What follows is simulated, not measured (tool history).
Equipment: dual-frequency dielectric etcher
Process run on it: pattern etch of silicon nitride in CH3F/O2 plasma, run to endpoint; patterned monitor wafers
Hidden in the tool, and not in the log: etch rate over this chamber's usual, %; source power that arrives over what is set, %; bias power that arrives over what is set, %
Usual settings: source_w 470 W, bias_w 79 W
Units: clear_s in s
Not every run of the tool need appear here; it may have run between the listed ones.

run,hour,source_w,bias_w,wafers since the last listed run,hours since the last wet clean,hours since the last source power generator calibration,hours since the last bias power generator calibration,hours since the last upper electrode change,"incoming incoming film thickness, nm",clear_s
1,0,470,88,0,113.6,4810.5,3286.9,2224.3,67.8,70.3
2,23.3,540,79,148,136.9,4833.8,3310.2,2247.6,67.7,70.5
3,40.5,470,95,109,154.1,4851,3327.4,2264.8,68.4,70.1
# hour 70.6: upper electrode replaced
4,71.1,470,95,41,184.7,4881.6,3358,0.5,68.4,71.4
5,93.8,470,95,144,207.4,4904.3,3380.7,23.2,67.5,70
# hour 105.2: source power generator calibrated
6,109.4,470,79,73,223,4.2,3396.3,38.8,67.8,73.1
7,136.3,470,79,171,249.9,31.1,3423.2,65.7,68.3,74.8
8,169.6,470,79,211,283.2,64.4,3456.5,99,68.4,74.9
9,182.2,470,79,80,295.8,77,3469.1,111.6,67.6,74.4
10,209.9,470,91,176,323.5,104.7,3496.8,139.3,67.7,72
11,227.1,470,91,109,340.7,121.9,3514,156.5,67.8,72.6
# hour 261.3: wet clean of the chamber
12,261.8,470,91,68,0.5,156.6,3548.7,191.2,68.2,69.3
13,262.2,470,79,2,0.9,157,3549.1,191.6,68.3,73.2
14,279.1,470,87,107,17.8,173.9,3566,208.5,68.3,71.1
15,292.7,530,61,86,31.4,187.5,3579.6,222.1,68.6,74.4
16,313.1,470,95,129,51.8,207.9,3600,242.5,68.1,69
17,336.2,470,79,146,74.9,231,3623.1,265.6,68.5,72.8
18,357.9,470,79,137,96.6,252.7,3644.8,287.3,68.4,73.7
19,379.2,390,79,135,117.9,274,3666.1,308.6,68.7,77.9
20,399.4,470,79,128,138.1,294.2,3686.3,328.8,68,73.2
21,413.9,420,79,92,152.6,308.7,3700.8,343.3,68.2,77.2
22,446.1,470,79,204,184.8,340.9,3733,375.5,68,73.3
23,461.8,470,79,99,200.5,356.6,3748.7,391.2,67.8,72.8
24,489.8,380,90,178,228.5,384.6,3776.7,419.2,68.1,76.1
# hour 506.7: bias power generator calibrated
25,524,470,79,192,262.7,418.8,17.3,453.4,68.4,74.9
26,558.9,410,66,221,297.6,453.7,52.2,488.3,68.1,81.8
27,576.1,520,62,109,314.8,470.9,69.4,505.5,68.3,77.5
28,588.8,350,79,80,327.5,483.6,82.1,518.2,68,82.1
# hour 622.3: wet clean of the chamber
29,622.8,470,79,63,0.5,517.6,116.1,552.2,68.3,72.7
30,635.3,410,91,79,13,530.1,128.6,564.7,68.4,74.6
31,660.3,580,66,158,38,555.1,153.6,589.7,67.8,71.3
32,691.7,570,86,199,69.4,586.5,185,621.1,68.2,67.8
33,717.8,370,90,165,95.5,612.6,211.1,647.2,68.1,77.5
34,747.4,400,85,188,125.1,642.2,240.7,676.8,67.9,75.8
35,759.4,390,66,76,137.1,654.2,252.7,688.8,67,81.6
36,793.4,470,79,216,171.1,688.2,286.7,722.8,68,74.2

Each row is a separate what-if for the run after 36, all from the same tool condition, not one after another. Results?
A,793.9,470,79,3,171.6,688.7,287.2,723.3,67.8,?
B,793.9,420,62,3,171.6,688.7,287.2,723.3,67.8,?
C,793.9,530,79,3,171.6,688.7,287.2,723.3,67.8,?

run,clear_s
A,73.8
B,81.8
C,70.7
Without the tool's hidden state the same runs would have given:
run,clear_s
A,72.4
B,80.2
C,69.4

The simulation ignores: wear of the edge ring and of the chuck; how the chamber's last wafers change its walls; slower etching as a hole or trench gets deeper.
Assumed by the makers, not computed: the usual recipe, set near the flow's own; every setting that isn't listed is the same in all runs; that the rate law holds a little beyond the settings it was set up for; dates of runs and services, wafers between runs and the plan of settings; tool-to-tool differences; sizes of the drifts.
